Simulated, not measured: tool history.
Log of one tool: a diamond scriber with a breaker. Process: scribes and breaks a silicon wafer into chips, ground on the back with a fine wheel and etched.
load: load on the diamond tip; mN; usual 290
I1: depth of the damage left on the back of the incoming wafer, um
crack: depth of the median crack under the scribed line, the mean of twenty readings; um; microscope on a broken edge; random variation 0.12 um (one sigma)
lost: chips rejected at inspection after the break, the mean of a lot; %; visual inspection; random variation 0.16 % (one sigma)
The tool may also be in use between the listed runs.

{"run": 1, "hour": 0.0, "load": 290, "I1": 0.65, "crack": 12.26, "lost": 3.16}
{"run": 2, "hour": 24.7, "load": 290, "I1": 0.66, "crack": 12.1, "lost": 3.54}
{"run": 3, "hour": 55.8, "load": 290, "I1": 0.51, "crack": 12.23, "lost": 3.7}
{"run": 4, "hour": 143.1, "load": 290, "I1": 0.37, "crack": 12.12, "lost": 3.78}
{"run": 5, "hour": 172.7, "load": 327, "I1": 0.72, "crack": 12.55, "lost": 2.43}
{"run": 6, "hour": 207.4, "load": 235, "I1": 0.59, "crack": 10.54, "lost": 10.54}
{"hour": 283.6, "done": "load on the tip recalibrated"}
{"run": 7, "hour": 305.2, "load": 352, "I1": 0.65, "crack": 14.28, "lost": 2.74}
{"run": 8, "hour": 340.3, "load": 350, "I1": 0.55, "crack": 14.15, "lost": 2.09}
{"run": 9, "hour": 362.7, "load": 290, "I1": 0.69, "crack": 12.7, "lost": 2.71}
{"run": 10, "hour": 385.2, "load": 290, "I1": 0.76, "crack": 12.53, "lost": 2.53}
{"run": 11, "hour": 399.0, "load": 290, "I1": 0.49, "crack": 12.54, "lost": 2.45}
{"run": 12, "hour": 414.8, "load": 290, "I1": 0.58, "crack": 12.68, "lost": 2.84}
{"run": 13, "hour": 428.9, "load": 239, "I1": 0.56, "crack": 11.07, "lost": 8.13}
{"run": 14, "hour": 453.2, "load": 239, "I1": 0.44, "crack": 11.19, "lost": 6.72}
{"run": 15, "hour": 487.9, "load": 326, "I1": 0.42, "crack": 13.24, "lost": 1.81}
{"run": 16, "hour": 509.1, "load": 290, "I1": 0.5, "crack": 12.14, "lost": 3.25}
{"run": 17, "hour": 526.7, "load": 252, "I1": 0.39, "crack": 11.38, "lost": 6.67}
{"hour": 535.3, "done": "diamond tip replaced by a new one"}
{"run": 18, "hour": 556.6, "load": 240, "I1": 0.56, "crack": 12.09, "lost": 3.93}
{"run": 19, "hour": 597.4, "load": 290, "I1": 0.68, "crack": 13.52, "lost": 2.12}
{"run": 20, "hour": 630.3, "load": 255, "I1": 0.76, "crack": 12.48, "lost": 3.24}
{"run": 21, "hour": 652.5, "load": 321, "I1": 0.66, "crack": 13.87, "lost": 2.42}
{"run": 22, "hour": 667.2, "load": 218, "I1": 0.32, "crack": 11.39, "lost": 6.22}
{"run": 23, "hour": 688.0, "load": 348, "I1": 0.71, "crack": 14.62, "lost": 3.44}
{"run": 24, "hour": 708.6, "load": 374, "I1": 0.74, "crack": 15.3, "lost": 4.58}
{"run": 25, "hour": 725.9, "load": 335, "I1": 0.33, "crack": 14.61, "lost": 2.54}
{"run": 26, "hour": 746.4, "load": 350, "I1": 0.53, "crack": 14.51, "lost": 2.95}
{"run": 27, "hour": 777.0, "load": 351, "I1": 0.68, "crack": 14.73, "lost": 2.45}
{"run": 28, "hour": 809.8, "load": 211, "I1": 0.51, "crack": 10.99, "lost": 8.61}

Forecast each of these 3 alternatives for the next run:
{"run": "A", "hour": 810.4, "load": 344, "I1": 0.47, "crack": "?", "lost": "?"}
{"run": "B", "hour": 810.4, "load": 244, "I1": 0.47, "crack": "?", "lost": "?"}
{"run": "C", "hour": 810.4, "load": 209, "I1": 0.47, "crack": "?", "lost": "?"}

run=A crack=14.62 lost=2.44
run=B crack=12.04 lost=3.95
run=C crack=11.06 lost=7.5
Without the tool's hidden state the same runs would have given:
run=A crack=15.08 lost=3.1
run=B crack=12.41 lost=3.06
run=C crack=11.41 lost=6.01
